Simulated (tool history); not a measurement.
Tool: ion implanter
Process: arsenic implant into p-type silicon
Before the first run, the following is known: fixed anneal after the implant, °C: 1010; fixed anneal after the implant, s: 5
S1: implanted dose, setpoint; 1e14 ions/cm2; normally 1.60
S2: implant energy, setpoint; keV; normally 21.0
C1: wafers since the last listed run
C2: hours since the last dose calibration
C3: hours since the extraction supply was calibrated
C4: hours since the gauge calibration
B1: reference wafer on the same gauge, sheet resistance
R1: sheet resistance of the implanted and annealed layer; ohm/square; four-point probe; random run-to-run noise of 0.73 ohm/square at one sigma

run	hour	S1	S2	C1	C2	C3	C4	B1	R1
1	0.0	1.60	25.5	0	530.5	2343.5	108.5	398.97	471.76
2	9.2	1.94	21.0	156	539.7	2352.7	117.7	399.01	422.17
3	20.4	1.94	21.0	190	550.9	2363.9	128.9	399.06	421.54
4	32.5	1.60	23.5	205	563.0	2376.0	141.0	398.97	477.25
5	44.4	1.60	23.5	202	574.9	2387.9	152.9	399.13	476.59
6	54.5	1.98	25.0	171	585.0	2398.0	163.0	399.20	404.77
7	63.4	1.98	25.0	151	593.9	2406.9	171.9	399.02	404.01
8	98.0	1.60	21.0	588	628.5	2441.5	206.5	399.10	483.82
9	112.6	1.60	24.0	248	643.1	2456.1	221.1	398.92	473.73
10	128.4	1.60	24.0	268	658.9	2471.9	236.9	398.94	473.41
11	140.4	1.95	18.0	204	670.9	2483.9	248.9	399.19	428.38
12	150.1	1.95	18.0	164	680.6	2493.6	258.6	398.81	428.02
# hour 162.4: extraction supply calibrated
13	166.8	1.95	18.0	147	697.3	4.4	275.3	398.94	427.87
14	173.3	1.60	21.0	110	703.8	10.9	281.8	398.95	483.46
# hour 182.8: gauge calibrated
15	187.3	1.60	21.0	238	717.8	24.9	4.5	399.01	482.49
16	197.4	1.60	21.0	171	727.9	35.0	14.6	398.89	482.76
17	204.0	1.60	21.0	112	734.5	41.6	21.2	398.90	483.10
18	219.1	1.60	27.0	256	749.6	56.7	36.3	398.75	462.73
19	225.7	1.82	14.0	112	756.2	63.3	42.9	398.97	465.53
20	238.1	1.60	21.0	210	768.6	75.7	55.3	399.14	482.38
# hour 247.4: Faraday cup replaced and dose calibrated
21	250.7	1.73	28.0	78	3.3	88.3	67.9	399.14	442.64
22	258.2	1.82	26.0	127	10.8	95.8	75.4	399.12	431.05
23	274.8	1.47	17.0	282	27.4	112.4	92.0	399.25	537.66
24	291.2	1.91	24.5	278	43.8	128.8	108.4	399.08	422.07

Forecast run 25:
25	304.4	1.60	18.0	224	57.0	142.0	121.6	?	?

{"run 25": {"B1": 399.08, "R1": 502.93}}
On a tool with no hidden condition, and with the same random variation, this run would have come out at R1 502.12 ohm/square.
